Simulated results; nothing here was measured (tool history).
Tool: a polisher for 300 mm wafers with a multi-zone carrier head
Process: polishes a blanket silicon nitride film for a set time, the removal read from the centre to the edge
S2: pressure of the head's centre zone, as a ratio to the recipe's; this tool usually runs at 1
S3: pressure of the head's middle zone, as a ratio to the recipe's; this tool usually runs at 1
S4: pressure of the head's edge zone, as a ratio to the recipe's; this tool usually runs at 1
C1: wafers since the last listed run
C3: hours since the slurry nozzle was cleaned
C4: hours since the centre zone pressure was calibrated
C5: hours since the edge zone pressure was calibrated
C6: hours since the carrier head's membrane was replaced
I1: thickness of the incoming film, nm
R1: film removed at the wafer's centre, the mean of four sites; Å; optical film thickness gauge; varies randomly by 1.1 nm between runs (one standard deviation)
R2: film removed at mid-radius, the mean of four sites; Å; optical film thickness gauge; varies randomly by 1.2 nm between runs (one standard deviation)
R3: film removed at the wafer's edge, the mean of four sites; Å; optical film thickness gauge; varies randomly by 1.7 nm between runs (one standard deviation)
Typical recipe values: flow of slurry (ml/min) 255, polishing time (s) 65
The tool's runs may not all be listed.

{"run": 1, "hour": 0.0, "flow of slurry (ml/min)": 255, "S2": 1, "S3": 1, "S4": 1, "polishing time (s)": 65, "C1": 0, "wafers polished on this pad": 831, "C3": 893.4, "C4": 499.9, "C5": 754.2, "C6": 795.1, "I1": 621, "R1": 1674, "R2": 1552, "R3": 1559}
{"run": 2, "hour": 25.2, "flow of slurry (ml/min)": 255, "S2": 1, "S3": 1, "S4": 1, "polishing time (s)": 65, "C1": 358, "wafers polished on this pad": 1189, "C3": 918.6, "C4": 525.1, "C5": 779.4, "C6": 820.3, "I1": 629.7, "R1": 1707, "R2": 1554, "R3": 1573}
{"hour": 43.9, "done": "worn pad replaced by a new one"}
{"run": 3, "hour": 45.6, "flow of slurry (ml/min)": 315, "S2": 1, "S3": 1.08, "S4": 1, "polishing time (s)": 65, "C1": 233, "wafers polished on this pad": 23, "C3": 939, "C4": 545.5, "C5": 799.8, "C6": 840.7, "I1": 626.4, "R1": 1747, "R2": 1714, "R3": 1570}
{"hour": 65.8, "done": "slurry nozzle cleaned"}
{"run": 4, "hour": 74.2, "flow of slurry (ml/min)": 315, "S2": 1, "S3": 1.08, "S4": 1, "polishing time (s)": 65, "C1": 392, "wafers polished on this pad": 416, "C3": 8.4, "C4": 574.1, "C5": 828.4, "C6": 869.3, "I1": 629.6, "R1": 1744, "R2": 1686, "R3": 1572}
{"run": 5, "hour": 100.2, "flow of slurry (ml/min)": 255, "S2": 1, "S3": 1, "S4": 1, "polishing time (s)": 65, "C1": 369, "wafers polished on this pad": 785, "C3": 34.4, "C4": 600.1, "C5": 854.4, "C6": 895.3, "I1": 634.3, "R1": 1741, "R2": 1539, "R3": 1582}
{"run": 6, "hour": 124.4, "flow of slurry (ml/min)": 255, "S2": 1, "S3": 1, "S4": 1, "polishing time (s)": 65, "C1": 344, "wafers polished on this pad": 1129, "C3": 58.6, "C4": 624.3, "C5": 878.6, "C6": 919.5, "I1": 636.9, "R1": 1736, "R2": 1568, "R3": 1574}
{"run": 7, "hour": 149.8, "flow of slurry (ml/min)": 255, "S2": 1, "S3": 1, "S4": 1, "polishing time (s)": 65, "C1": 361, "wafers polished on this pad": 1490, "C3": 84, "C4": 649.7, "C5": 904, "C6": 944.9, "I1": 623, "R1": 1742, "R2": 1564, "R3": 1552}
{"hour": 166.2, "done": "worn pad replaced by a new one"}
{"run": 8, "hour": 174.9, "flow of slurry (ml/min)": 255, "S2": 1, "S3": 1, "S4": 1, "polishing time (s)": 65, "C1": 300, "wafers polished on this pad": 124, "C3": 109.1, "C4": 674.8, "C5": 929.1, "C6": 970, "I1": 626.4, "R1": 1761, "R2": 1555, "R3": 1576}
{"run": 9, "hour": 191.3, "flow of slurry (ml/min)": 180, "S2": 1, "S3": 1, "S4": 1, "polishing time (s)": 65, "C1": 233, "wafers polished on this pad": 357, "C3": 125.5, "C4": 691.2, "C5": 945.5, "C6": 986.4, "I1": 632.3, "R1": 1658, "R2": 1482, "R3": 1473}
{"run": 10, "hour": 206.0, "flow of slurry (ml/min)": 255, "S2": 1, "S3": 1, "S4": 1, "polishing time (s)": 65, "C1": 209, "wafers polished on this pad": 566, "C3": 140.2, "C4": 705.9, "C5": 960.2, "C6": 1001.1, "I1": 632.1, "R1": 1782, "R2": 1544, "R3": 1572}
{"hour": 212.0, "done": "edge zone pressure recalibrated"}
{"hour": 212.0, "done": "carrier head's membrane replaced by a new one"}
{"run": 11, "hour": 227.1, "flow of slurry (ml/min)": 255, "S2": 1, "S3": 1, "S4": 1, "polishing time (s)": 65, "C1": 271, "wafers polished on this pad": 837, "C3": 161.3, "C4": 727, "C5": 15.1, "C6": 15.1, "I1": 625.8, "R1": 1767, "R2": 1580, "R3": 1596}
{"run": 12, "hour": 250.0, "flow of slurry (ml/min)": 255, "S2": 0.95, "S3": 1.08, "S4": 1, "polishing time (s)": 65, "C1": 325, "wafers polished on this pad": 1163, "C3": 184.2, "C4": 749.9, "C5": 38, "C6": 38, "I1": 616.9, "R1": 1720, "R2": 1663, "R3": 1564}
{"run": 13, "hour": 271.3, "flow of slurry (ml/min)": 255, "S2": 0.92, "S3": 1, "S4": 1, "polishing time (s)": 83, "C1": 302, "wafers polished on this pad": 1466, "C3": 205.5, "C4": 771.2, "C5": 59.3, "C6": 59.3, "I1": 632.3, "R1": 2132, "R2": 1973, "R3": 2027}
{"hour": 284.6, "done": "worn pad replaced by a new one"}
{"run": 14, "hour": 298.8, "flow of slurry (ml/min)": 255, "S2": 0.96, "S3": 1.09, "S4": 1, "polishing time (s)": 50, "C1": 334, "wafers polished on this pad": 201, "C3": 233, "C4": 798.7, "C5": 86.8, "C6": 86.8, "I1": 634.5, "R1": 1359, "R2": 1264, "R3": 1207}
{"hour": 301.6, "done": "centre zone pressure recalibrated"}
{"run": 15, "hour": 317.3, "flow of slurry (ml/min)": 255, "S2": 1, "S3": 0.89, "S4": 1, "polishing time (s)": 81, "C1": 234, "wafers polished on this pad": 436, "C3": 251.5, "C4": 15.7, "C5": 105.3, "C6": 105.3, "I1": 624.3, "R1": 1952, "R2": 1765, "R3": 1939}
{"run": 16, "hour": 338.2, "flow of slurry (ml/min)": 185, "S2": 1.11, "S3": 0.96, "S4": 1, "polishing time (s)": 65, "C1": 297, "wafers polished on this pad": 733, "C3": 272.4, "C4": 36.6, "C5": 126.2, "C6": 126.2, "I1": 633.3, "R1": 1666, "R2": 1416, "R3": 1500}
{"run": 17, "hour": 351.0, "flow of slurry (ml/min)": 280, "S2": 1, "S3": 1, "S4": 1, "polishing time (s)": 65, "C1": 181, "wafers polished on this pad": 915, "C3": 285.2, "C4": 49.4, "C5": 139, "C6": 139, "I1": 628.4, "R1": 1617, "R2": 1588, "R3": 1567}
{"run": 18, "hour": 380.2, "flow of slurry (ml/min)": 255, "S2": 1, "S3": 1.09, "S4": 0.89, "polishing time (s)": 59, "C1": 415, "wafers polished on this pad": 1330, "C3": 314.4, "C4": 78.6, "C5": 168.2, "C6": 168.2, "I1": 623.1, "R1": 1449, "R2": 1492, "R3": 1358}
{"hour": 388.9, "done": "worn pad replaced by a new one"}
{"run": 19, "hour": 394.9, "flow of slurry (ml/min)": 345, "S2": 1.07, "S3": 1, "S4": 1, "polishing time (s)": 65, "C1": 152, "wafers polished on this pad": 85, "C3": 329.1, "C4": 93.3, "C5": 182.9, "C6": 182.9, "I1": 636.9, "R1": 1746, "R2": 1595, "R3": 1632}
{"run": 20, "hour": 407.8, "flow of slurry (ml/min)": 255, "S2": 1, "S3": 0.93, "S4": 1, "polishing time (s)": 65, "C1": 183, "wafers polished on this pad": 268, "C3": 342, "C4": 106.2, "C5": 195.8, "C6": 195.8, "I1": 618, "R1": 1598, "R2": 1468, "R3": 1559}
{"run": 21, "hour": 439.6, "flow of slurry (ml/min)": 255, "S2": 1, "S3": 1.12, "S4": 1.1, "polishing time (s)": 55, "C1": 452, "wafers polished on this pad": 720, "C3": 373.8, "C4": 138, "C5": 227.6, "C6": 227.6, "I1": 639.4, "R1": 1342, "R2": 1436, "R3": 1351}

Results per run with the tool's hidden condition removed, run-to-run variation unchanged:
Unlogged tool condition in this case: removal rate lost through wear of the pad, %; slurry flow missing at the pad, %; deviation of the centre zone's pressure from its setpoint, %; deviation of the edge zone's pressure from its setpoint, %.
run=1 R1=1588
run=2 R1=1610
run=3 R1=1639
run=4 R1=1625
run=5 R1=1611
run=6 R1=1595
run=7 R1=1590
run=8 R1=1596
run=9 R1=1495
run=10 R1=1600
run=11 R1=1576
run=12 R1=1523
run=13 R1=1874
run=14 R1=1184
run=15 R1=1965
run=16 R1=1676
run=17 R1=1627
run=18 R1=1456
run=19 R1=1754
run=20 R1=1604
run=21 R1=1345
R2: differs from the measured result by no more than 1 Å in any run.
R3: unchanged from measured in all runs.
